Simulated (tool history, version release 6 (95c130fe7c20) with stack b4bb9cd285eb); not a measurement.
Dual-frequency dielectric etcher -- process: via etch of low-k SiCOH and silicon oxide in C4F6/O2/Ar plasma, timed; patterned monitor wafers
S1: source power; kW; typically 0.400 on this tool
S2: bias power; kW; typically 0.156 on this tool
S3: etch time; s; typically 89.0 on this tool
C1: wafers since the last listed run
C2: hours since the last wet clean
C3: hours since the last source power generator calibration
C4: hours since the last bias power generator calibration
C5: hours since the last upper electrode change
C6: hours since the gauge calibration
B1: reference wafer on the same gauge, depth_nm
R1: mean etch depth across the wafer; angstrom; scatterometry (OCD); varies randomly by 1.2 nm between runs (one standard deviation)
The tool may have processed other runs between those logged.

Run 1, day 0.000: usual settings but S2 0.140 kW; C1 0; C2 177.9; C3 2793.8; C4 2836.3; C5 4320.1; C6 132.8; B1 296.7. Result: R1 2537 angstrom.
Run 2, day 1.217: usual settings but S2 0.140 kW; C1 176; C2 207.1; C3 2823.0; C4 2865.5; C5 4349.3; C6 162.0; B1 297.4. Result: R1 2560 angstrom.
Run 3, day 2.617: usual settings but S2 0.140 kW; C1 202; C2 240.7; C3 2856.6; C4 2899.1; C5 4382.9; C6 195.6; B1 296.6. Result: R1 2558 angstrom.
Run 4, day 3.225: usual settings; C1 88; C2 255.3; C3 2871.2; C4 2913.7; C5 4397.5; C6 210.2; B1 296.5. Result: R1 2667 angstrom.
Run 5, day 4.104: usual settings; C1 127; C2 276.4; C3 2892.3; C4 2934.8; C5 4418.6; C6 231.3; B1 297.3. Result: R1 2682 angstrom.
At day 6.404: upper electrode replaced, of another model than before.
Run 6, day 6.425: usual settings; C1 191; C2 332.1; C3 2948.0; C4 2990.5; C5 0.5; C6 287.0; B1 296.8. Result: R1 2659 angstrom.
Run 7, day 6.692: usual settings; C1 38; C2 338.5; C3 2954.4; C4 2996.9; C5 6.9; C6 293.4; B1 296.9. Result: R1 2685 angstrom.
At day 6.996: source power generator calibrated.
At day 7.196: gauge calibrated.
Run 8, day 7.708: usual settings; C1 123; C2 362.9; C3 17.1; C4 3021.3; C5 31.3; C6 12.3; B1 297.6. Result: R1 2686 angstrom.
Run 9, day 8.292: usual settings but S2 0.127 kW; C1 84; C2 376.9; C3 31.1; C4 3035.3; C5 45.3; C6 26.3; B1 297.4. Result: R1 2389 angstrom.
Run 10, day 8.996: usual settings but S2 0.127 kW; C1 102; C2 393.8; C3 48.0; C4 3052.2; C5 62.2; C6 43.2; B1 297.1. Result: R1 2370 angstrom.
Run 11, day 9.896: usual settings but S2 0.141 kW, S3 78.0 s; C1 130; C2 415.4; C3 69.6; C4 3073.8; C5 83.8; C6 64.8; B1 297.1. Result: R1 2226 angstrom.
At day 10.750: bias power generator calibrated.
At day 11.754: wet clean of the chamber.
Run 12, day 11.775: usual settings but S1 0.360 kW, S2 0.189 kW, S3 112.0 s; C1 103; C2 0.5; C3 114.7; C4 24.6; C5 128.9; C6 109.9; B1 297.1. Result: R1 3563 angstrom.
Run 13, day 12.475: usual settings but S2 0.183 kW, S3 97.5 s; C1 101; C2 17.3; C3 131.5; C4 41.4; C5 145.7; C6 126.7; B1 296.8. Result: R1 3169 angstrom.
Run 14, day 12.996: usual settings but S1 0.310 kW, S2 0.142 kW; C1 75; C2 29.8; C3 144.0; C4 53.9; C5 158.2; C6 139.2; B1 297.1. Result: R1 2339 angstrom.
Run 15, day 14.446: usual settings but S1 0.330 kW, S2 0.166 kW, S3 69.0 s; C1 210; C2 64.6; C3 178.8; C4 88.7; C5 193.0; C6 174.0; B1 297.4. Result: R1 2018 angstrom.
Run 16, day 14.988: usual settings but S2 0.127 kW; C1 78; C2 77.6; C3 191.8; C4 101.7; C5 206.0; C6 187.0; B1 297.1. Result: R1 2333 angstrom.
Run 17, day 15.888: usual settings but S1 0.310 kW, S2 0.144 kW, S3 67.5 s; C1 130; C2 99.2; C3 213.4; C4 123.3; C5 227.6; C6 208.6; B1 297.7. Result: R1 1785 angstrom.
Run 18, day 18.108: usual settings but S2 0.140 kW; C1 321; C2 152.5; C3 266.7; C4 176.6; C5 280.9; C6 261.9; B1 297.2. Result: R1 2502 angstrom.
Run 19, day 18.725: usual settings but S1 0.360 kW, S2 0.194 kW, S3 63.5 s; C1 89; C2 167.3; C3 281.5; C4 191.4; C5 295.7; C6 276.7; B1 297.1. Result: R1 2098 angstrom.
Run 20, day 19.508: usual settings but S2 0.141 kW, S3 78.0 s; C1 113; C2 186.1; C3 300.3; C4 210.2; C5 314.5; C6 295.5; B1 296.7. Result: R1 2201 angstrom.
At day 20.008: gauge calibrated.
Run 21, day 20.683: usual settings; C1 170; C2 214.3; C3 328.5; C4 238.4; C5 342.7; C6 16.2; B1 296.7. Result: R1 2680 angstrom.

4 ways to go on from here, each from the tool as it stands after run 21. What would each give?
Run A, day 20.700: usual settings; C1 2; C2 214.7; C3 328.9; C4 238.8; C5 343.1; C6 16.6; B1 ?. Result: R1 ?.
Run B, day 20.700: usual settings but S1 0.490 kW, S2 0.138 kW, S3 98.5 s; C1 2; C2 214.7; C3 328.9; C4 238.8; C5 343.1; C6 16.6; B1 ?. Result: R1 ?.
Run C, day 20.700: usual settings but S3 106.5 s; C1 2; C2 214.7; C3 328.9; C4 238.8; C5 343.1; C6 16.6; B1 ?. Result: R1 ?.
Run D, day 20.700: usual settings but S1 0.500 kW, S2 0.125 kW, S3 73.0 s; C1 2; C2 214.7; C3 328.9; C4 238.8; C5 343.1; C6 16.6; B1 ?. Result: R1 ?.

run     B1    R1
  A  297.2  2671
  B  297.2  2921
  C  297.2  3196
  D  297.2  2048
Without the tool's hidden state the same runs would have given:
run    R1
  A  2623
  B  2869
  C  3139
  D  2011
